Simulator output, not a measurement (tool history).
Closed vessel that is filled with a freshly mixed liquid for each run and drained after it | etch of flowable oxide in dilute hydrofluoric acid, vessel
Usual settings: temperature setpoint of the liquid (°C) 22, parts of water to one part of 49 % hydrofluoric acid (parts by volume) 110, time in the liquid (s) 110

run,hour,temperature setpoint of the liquid (°C),parts of water to one part of 49 % hydrofluoric acid (parts by volume),time in the liquid (s),wafers since the last listed run,hours since the thermometer was replaced,hours since the hydrofluoric acid flow meter was replaced,hours since the gauge calibration,"read-back film thickness of the flowable oxide reference wafer, read on the same gauge (nm)",thickness taken off the flowable oxide on a monitor wafer (nm)
1,0,25,95,110,0,666.8,230.3,369.4,119.99,44.12
2,15.5,22,110,110,1459,682.3,245.8,384.9,119.98,33.08
# hour 35.4: gauge calibrated
3,45.2,22,110,110,2796,712,275.5,9.8,119.96,33.08
4,68.1,22,110,110,2156,734.9,298.4,32.7,119.98,33.3
5,83.6,22,110,110,1459,750.4,313.9,48.2,119.95,33.58
6,110.1,22,110,110,2494,776.9,340.4,74.7,120.02,33.58
7,134.5,22,110,110,2297,801.3,364.8,99.1,119.99,33.85
8,161,22,110,110,2494,827.8,391.3,125.6,120.05,33.57
9,183.4,22,110,110,2108,850.2,413.7,148,120.02,33.75
10,208.5,22,150,130,2363,875.3,438.8,173.1,119.98,28.01
11,221.9,24,80,110,1261,888.7,452.2,186.5,120,52.13
12,241.2,22,145,130,1817,908,471.5,205.8,120,29.22
13,272.6,23.5,75,155,2956,939.4,502.9,237.2,120.01,77.94
14,288.7,19,90,85,1515,955.5,519,253.3,120,29.14
15,305.1,22,110,110,1544,971.9,535.4,269.7,119.99,33.94
# hour 319.5: hydrofluoric acid flow meter replaced
16,338.9,22,155,150,3088,1005.7,19.4,303.5,120.02,29.95
# hour 353.8: thermometer replaced
17,363.7,22,110,160,2240,9.9,44.2,328.3,119.99,47.54
18,395.8,18,145,125,3022,42,76.3,360.4,120.01,22.93
# hour 420.9: gauge calibrated
19,426.8,17.5,135,80,2918,73,107.3,5.9,120.03,15.79
20,457,25.5,110,110,2843,103.2,137.5,36.1,119.99,37.74
21,491.2,22,145,130,3219,137.4,171.7,70.3,120,28.39
22,504.4,19,110,125,1242,150.6,184.9,83.5,119.98,33.15
23,540.7,17.5,110,170,3417,186.9,221.2,119.8,119.99,42.64

Forecast each of these 3 alternatives for the next run:
A,541.4,22,110,110,65,187.6,221.9,120.5,?,?
B,541.4,26,55,155,65,187.6,221.9,120.5,?,?
C,541.4,22,75,155,65,187.6,221.9,120.5,?,?

run,"read-back film thickness of the flowable oxide reference wafer, read on the same gauge (nm)",thickness taken off the flowable oxide on a monitor wafer (nm)
A,119.99,32.93
B,119.99,116.68
C,119.99,70.87
Without the tool's hidden state the same runs would have given:
run,thickness taken off the flowable oxide on a monitor wafer (nm)
A,32.15
B,114.06
C,69.26
